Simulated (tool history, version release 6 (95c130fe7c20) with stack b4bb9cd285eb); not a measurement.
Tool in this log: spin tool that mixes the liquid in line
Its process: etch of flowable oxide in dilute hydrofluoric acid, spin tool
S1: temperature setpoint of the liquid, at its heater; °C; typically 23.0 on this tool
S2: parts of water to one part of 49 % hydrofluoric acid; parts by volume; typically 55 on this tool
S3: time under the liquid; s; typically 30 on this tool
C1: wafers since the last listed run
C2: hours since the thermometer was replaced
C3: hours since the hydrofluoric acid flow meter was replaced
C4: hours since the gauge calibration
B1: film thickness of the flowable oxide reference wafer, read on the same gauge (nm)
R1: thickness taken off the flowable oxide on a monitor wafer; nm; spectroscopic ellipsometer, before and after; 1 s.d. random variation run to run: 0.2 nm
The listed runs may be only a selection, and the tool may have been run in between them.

run   hour    S1  S2  S3   C1      C2     C3     C4      B1     R1
  1    0.0  23.0  55  30    0  2791.3  755.6  172.1  120.00  20.43
  2   27.1  23.0  55  30  526  2818.4  782.7  199.2  119.98  20.72
  3   50.0  25.5  55  30  444  2841.3  805.6  222.1  119.99  22.29
  4   70.8  25.5  55  30  404  2862.1  826.4  242.9  119.98  22.53
  5   92.3  23.0  40  30  417  2883.6  847.9  264.4  120.06  27.96
     102.2  -- gauge calibrated
  6  119.3  24.5  55  30  524  2910.6  874.9   17.1  119.98  21.32
  7  143.2  24.5  55  30  464  2934.5  898.8   41.0  119.98  21.92
  8  158.3  24.5  55  30  293  2949.6  913.9   56.1  120.03  21.67
     166.2  -- thermometer replaced
  9  171.3  26.0  55  30  233     5.1  926.9   69.1  120.00  22.91
 10  188.1  26.0  55  30  326    21.9  943.7   85.9  120.01  22.74
 11  203.2  21.5  55  35  293    37.0  958.8  101.0  120.01  21.67
 12  228.0  23.0  65  30  481    61.8  983.6  125.8  119.99  16.63
     229.4  -- hydrofluoric acid flow meter replaced
 13  251.3  18.5  55  30  433    85.1   21.9  149.1  120.00  18.48
 14  285.3  23.0  25  30  660   119.1   55.9  183.1  120.02  51.69
 15  316.5  23.0  45  15  606   150.3   87.1  214.3  120.03  13.70
     330.3  -- gauge calibrated
 16  344.7  26.0  75  35  547   178.5  115.3   14.4  120.03  20.78
 17  360.8  23.0  55  30  312   194.6  131.4   30.5  120.03  21.85
 18  374.9  23.0  55  30  273   208.7  145.5   44.6  120.03  22.00
 19  405.3  19.5  55  15  590   239.1  175.9   75.0  120.04   9.45
 20  422.6  23.0  55  30  336   256.4  193.2   92.3  120.02  21.46

What if the next run were any one of these 4? Each begins from the tool's condition after run 20:
  A  423.0  19.0  55  30   7  256.8  193.6  92.7   ?   ?
  B  423.0  19.0  70  15   7  256.8  193.6  92.7   ?   ?
  C  423.0  23.0  85  30   7  256.8  193.6  92.7   ?   ?
  D  423.0  23.0  55  15   7  256.8  193.6  92.7   ?   ?

run      B1     R1
  A  120.03  18.48
  B  120.03   7.13
  C  120.03  13.60
  D  120.03  10.92
What these runs would have given with no unlogged condition in the tool:
run     R1
  A  19.22
  B   7.42
  C  14.17
  D  11.37
